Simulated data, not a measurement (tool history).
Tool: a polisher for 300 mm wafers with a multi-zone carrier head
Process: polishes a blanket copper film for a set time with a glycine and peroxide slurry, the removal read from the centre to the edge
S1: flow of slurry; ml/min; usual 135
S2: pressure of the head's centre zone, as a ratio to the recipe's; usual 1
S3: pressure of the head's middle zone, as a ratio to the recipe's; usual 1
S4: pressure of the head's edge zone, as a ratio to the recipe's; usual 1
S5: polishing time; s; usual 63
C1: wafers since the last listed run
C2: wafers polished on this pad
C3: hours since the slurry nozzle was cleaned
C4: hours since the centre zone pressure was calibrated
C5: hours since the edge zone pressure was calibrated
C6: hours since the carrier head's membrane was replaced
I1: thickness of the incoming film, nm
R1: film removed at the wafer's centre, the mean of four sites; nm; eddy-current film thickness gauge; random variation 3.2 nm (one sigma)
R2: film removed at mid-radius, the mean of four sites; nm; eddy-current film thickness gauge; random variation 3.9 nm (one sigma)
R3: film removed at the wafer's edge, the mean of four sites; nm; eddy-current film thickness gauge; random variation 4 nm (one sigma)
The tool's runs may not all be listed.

run 1 hour=0 | S1=135 S2=1 S3=1 S4=1 S5=63 | C1=0 C2=528 C3=447.3 C4=294.3 C5=815.1 C6=1689.7 | I1=2330.2 | R1=254.8 R2=243 R3=269.1
run 2 hour=8.2 | S1=135 S2=1 S3=1 S4=1 S5=63 | C1=126 C2=655 C3=455.5 C4=302.5 C5=823.3 C6=1697.9 | I1=2353.6 | R1=251.8 R2=252.5 R3=268.8
-- hour=14.5 worn pad replaced by a new one
run 3 hour=15 | S1=135 S2=1 S3=1 S4=1 S5=63 | C1=43 C2=6 C3=462.3 C4=309.3 C5=830.1 C6=1704.7 | I1=2295.8 | R1=250.3 R2=256.7 R3=260.5
run 4 hour=28.3 | S1=135 S2=1 S3=1 S4=1 S5=63 | C1=204 C2=211 C3=475.6 C4=322.6 C5=843.4 C6=1718 | I1=2331.4 | R1=247.9 R2=256.4 R3=270.7
run 5 hour=41.1 | S1=135 S2=1 S3=1 S4=1 S5=63 | C1=196 C2=408 C3=488.4 C4=335.4 C5=856.2 C6=1730.8 | I1=2301.7 | R1=250.4 R2=248.2 R3=268.8
run 6 hour=49.9 | S1=135 S2=1 S3=1 S4=1 S5=63 | C1=135 C2=543 C3=497.2 C4=344.2 C5=865 C6=1739.6 | I1=2333.7 | R1=245 R2=245.6 R3=265.3
run 7 hour=58.4 | S1=135 S2=1 S3=1 S4=1 S5=63 | C1=130 C2=674 C3=505.7 C4=352.7 C5=873.5 C6=1748.1 | I1=2327.4 | R1=242.1 R2=247 R3=258.8
-- hour=65.3 worn pad replaced by a new one
run 8 hour=68.9 | S1=95 S2=0.95 S3=0.96 S4=1 S5=63 | C1=99 C2=55 C3=516.2 C4=363.2 C5=884 C6=1758.6 | I1=2353 | R1=199.7 R2=212.9 R3=249.3

Run 9 comes next. What will it give?
-- hour=84.9 centre zone pressure recalibrated
-- hour=87.7 edge zone pressure recalibrated
-- hour=90 carrier head's membrane replaced by a new one
run 9 hour=90.5 | S1=95 S2=1.11 S3=1.03 S4=0.94 S5=63 | C1=236 C2=292 C3=537.8 C4=5.6 C5=2.8 C6=0.5 | I1=2323.1 | R1=? R2=? R3=?

R1: 232.3 nm
R2: 217.6 nm
R3: 236.1 nm
Without the tool's hidden state the same run would have given R1 278.5 nm, R2 254.1 nm, R3 260.8 nm.
